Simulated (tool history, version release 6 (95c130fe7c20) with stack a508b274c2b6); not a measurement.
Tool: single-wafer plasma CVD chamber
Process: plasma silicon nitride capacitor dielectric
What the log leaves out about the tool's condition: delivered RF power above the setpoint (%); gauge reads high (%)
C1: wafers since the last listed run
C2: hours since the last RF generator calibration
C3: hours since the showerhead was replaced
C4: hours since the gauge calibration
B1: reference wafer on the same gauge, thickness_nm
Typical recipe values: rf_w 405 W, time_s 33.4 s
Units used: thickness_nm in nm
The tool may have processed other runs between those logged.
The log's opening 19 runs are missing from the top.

Run 20, day 19.321: usual settings but rf_w 430 W, time_s 27.0 s; C1 280; C2 2602.8; C3 5880.1; C4 813.1; B1 49.258. Result: thickness_nm 38.116 nm.
Run 21, day 20.338: usual settings but rf_w 455 W, time_s 35.6 s; C1 543; C2 2627.2; C3 5904.5; C4 837.5; B1 49.317. Result: thickness_nm 51.354 nm.
At day 21.404: showerhead replaced, of another model than before.
At day 22.179: RF generator calibrated.
Run 22, day 24.546: usual settings but rf_w 375 W, time_s 39.3 s; C1 1895; C2 56.8; C3 75.4; C4 938.5; B1 49.259. Result: thickness_nm 52.969 nm.
Run 23, day 25.596: usual settings but rf_w 450 W, time_s 29.0 s; C1 561; C2 82.0; C3 100.6; C4 963.7; B1 49.298. Result: thickness_nm 44.271 nm.
Run 24, day 26.617: usual settings; C1 546; C2 106.5; C3 125.1; C4 988.2; B1 49.386. Result: thickness_nm 47.710 nm.
At day 26.817: gauge calibrated.
Run 25, day 27.708: usual settings; C1 584; C2 132.7; C3 151.3; C4 21.4; B1 49.340. Result: thickness_nm 47.411 nm.
Run 26, day 28.996: usual settings but rf_w 350 W, time_s 38.1 s; C1 688; C2 163.6; C3 182.2; C4 52.3; B1 49.230. Result: thickness_nm 48.040 nm.
Run 27, day 30.217: usual settings but rf_w 450 W, time_s 31.0 s; C1 653; C2 192.9; C3 211.5; C4 81.6; B1 49.320. Result: thickness_nm 47.156 nm.
Run 28, day 32.279: usual settings but time_s 37.7 s; C1 1103; C2 242.4; C3 261.0; C4 131.1; B1 49.315. Result: thickness_nm 53.485 nm.
Run 29, day 33.442: usual settings; C1 622; C2 270.3; C3 288.9; C4 159.0; B1 49.391. Result: thickness_nm 47.514 nm.
Run 30, day 36.221: usual settings but rf_w 385 W, time_s 35.8 s; C1 1487; C2 337.0; C3 355.6; C4 225.7; B1 49.394. Result: thickness_nm 48.934 nm.
Run 31, day 37.633: usual settings but rf_w 325 W, time_s 37.2 s; C1 755; C2 370.9; C3 389.5; C4 259.6; B1 49.291. Result: thickness_nm 43.720 nm.
Run 32, day 38.958: usual settings; C1 708; C2 402.7; C3 421.3; C4 291.4; B1 49.259. Result: thickness_nm 47.474 nm.
Run 33, day 40.367: usual settings but rf_w 425 W, time_s 29.1 s; C1 753; C2 436.5; C3 455.1; C4 325.2; B1 49.266. Result: thickness_nm 42.677 nm.
Run 34, day 41.096: usual settings but rf_w 430 W, time_s 38.0 s; C1 390; C2 454.0; C3 472.6; C4 342.7; B1 49.268. Result: thickness_nm 56.395 nm.
Run 35, day 42.588: usual settings but rf_w 355 W, time_s 31.2 s; C1 798; C2 489.8; C3 508.4; C4 378.5; B1 49.378. Result: thickness_nm 40.045 nm.

What does the tool deliver on the next run?
Run 36, day 43.400: usual settings; C1 434; C2 509.3; C3 527.9; C4 398.0; B1 ?. Result: thickness_nm ?.

Logged for run 36: B1 49.261, thickness_nm 47.697 nm.
On a tool with no hidden condition, and with the same random variation, this run would have come out at thickness_nm 48.261 nm.

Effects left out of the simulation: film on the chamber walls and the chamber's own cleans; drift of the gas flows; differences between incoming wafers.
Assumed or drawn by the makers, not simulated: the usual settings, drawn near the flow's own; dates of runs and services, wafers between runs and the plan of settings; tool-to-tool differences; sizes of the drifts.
